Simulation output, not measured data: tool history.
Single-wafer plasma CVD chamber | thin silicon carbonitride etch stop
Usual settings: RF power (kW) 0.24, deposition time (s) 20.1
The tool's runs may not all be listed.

run,hour,RF power (kW),deposition time (s),wafers since the last listed run,hours since the last thermocouple change,hours since the last RF generator calibration,hours since the showerhead was replaced,hours since the gauge calibration,"read-back reference wafer on the same gauge, thickness_nm",mean film thickness on the monitor wafer (Å)
1,0,0.24,20.1,0,1494.4,1458.4,6290.6,404.4,12.498,125.95
2,7.2,0.24,20.1,155,1501.6,1465.6,6297.8,411.6,12.504,126.17
3,16.8,0.24,20.1,207,1511.2,1475.2,6307.4,421.2,12.502,126.02
4,27.1,0.205,20.1,222,1521.5,1485.5,6317.7,431.5,12.506,120.28
5,38.3,0.22,20.1,241,1532.7,1496.7,6328.9,442.7,12.501,122.84
6,54.2,0.265,21.6,343,1548.6,1512.6,6344.8,458.6,12.501,139.44
7,69.8,0.265,21.6,336,1564.2,1528.2,6360.4,474.2,12.5,139.32
8,82.4,0.265,21.6,271,1576.8,1540.8,6373,486.8,12.502,138.95
9,95,0.24,20.1,271,1589.4,1553.4,6385.6,499.4,12.502,125.57
10,105.2,0.24,20.1,220,1599.6,1563.6,6395.8,509.6,12.499,125.96
11,114,0.24,20.1,189,1608.4,1572.4,6404.6,518.4,12.502,125.51
12,120.2,0.215,20.1,133,1614.6,1578.6,6410.8,524.6,12.5,121.69
13,133.3,0.215,20.1,282,1627.7,1591.7,6423.9,537.7,12.504,121.58
14,140,0.215,16.8,144,1634.4,1598.4,6430.6,544.4,12.499,101.71
15,151.8,0.205,19,254,1646.2,1610.2,6442.4,556.2,12.496,113.21
16,167.7,0.24,20.1,343,1662.1,1626.1,6458.3,572.1,12.494,125.3
17,184.1,0.24,20.1,353,1678.5,1642.5,6474.7,588.5,12.503,125.45
18,190.1,0.26,16.2,129,1684.5,1648.5,6480.7,594.5,12.5,103.36
19,205.3,0.255,20.1,328,1699.7,1663.7,6495.9,609.7,12.497,127.62
# hour 224: gauge calibrated
# hour 227.9: thermocouple changed; heater temperature recalibrated
20,228.4,0.255,23.4,325,0.5,1686.8,6519,4.4,12.506,148.35
21,232.2,0.215,22.6,82,4.3,1690.6,6522.8,8.2,12.503,136.34
22,245.8,0.24,18.3,293,17.9,1704.2,6536.4,21.8,12.5,114.02
23,255.6,0.24,20.1,211,27.7,1714,6546.2,31.6,12.498,125.11
# hour 269.2: RF generator calibrated
# hour 269.3: showerhead replaced
24,271.2,0.255,21.4,160,43.3,2,1.9,47.2,12.503,138.42
25,278.6,0.27,17.3,159,50.7,9.4,9.3,54.6,12.496,114.09
26,292.4,0.24,17.1,297,64.5,23.2,23.1,68.4,12.507,108.83
27,309.5,0.2,17.1,369,81.6,40.3,40.2,85.5,12.5,103.16
28,324,0.22,23.3,312,96.1,54.8,54.7,100,12.499,144.09
29,337.3,0.225,20.1,287,109.4,68.1,68,113.3,12.507,125.3
30,348.7,0.24,20.1,246,120.8,79.5,79.4,124.7,12.499,127.99
31,386.6,0.24,20.1,817,158.7,117.4,117.3,162.6,12.495,128.01
32,394,0.275,23.2,159,166.1,124.8,124.7,170,12.5,153.92
33,408.8,0.285,20.1,319,180.9,139.6,139.5,184.8,12.502,134.73
34,418.4,0.275,16.1,207,190.5,149.2,149.1,194.4,12.495,106.48
35,431.5,0.255,22,282,203.6,162.3,162.2,207.5,12.501,142.45

Alternative continuations, all from the tool just after run 35; predict every row:
A,431.9,0.24,20.1,8,204,162.7,162.6,207.9,?,?
B,431.9,0.22,18.7,8,204,162.7,162.6,207.9,?,?
C,431.9,0.27,23,8,204,162.7,162.6,207.9,?,?
D,431.9,0.26,23,8,204,162.7,162.6,207.9,?,?

run,"read-back reference wafer on the same gauge, thickness_nm",mean film thickness on the monitor wafer (Å)
A,12.5,128.02
B,12.5,116.08
C,12.5,151.67
D,12.5,149.99
With the hidden condition removed and each run's random variation left untouched, the same runs would have given:
run,mean film thickness on the monitor wafer (Å)
A,128.11
B,116.17
C,151.78
D,150.1
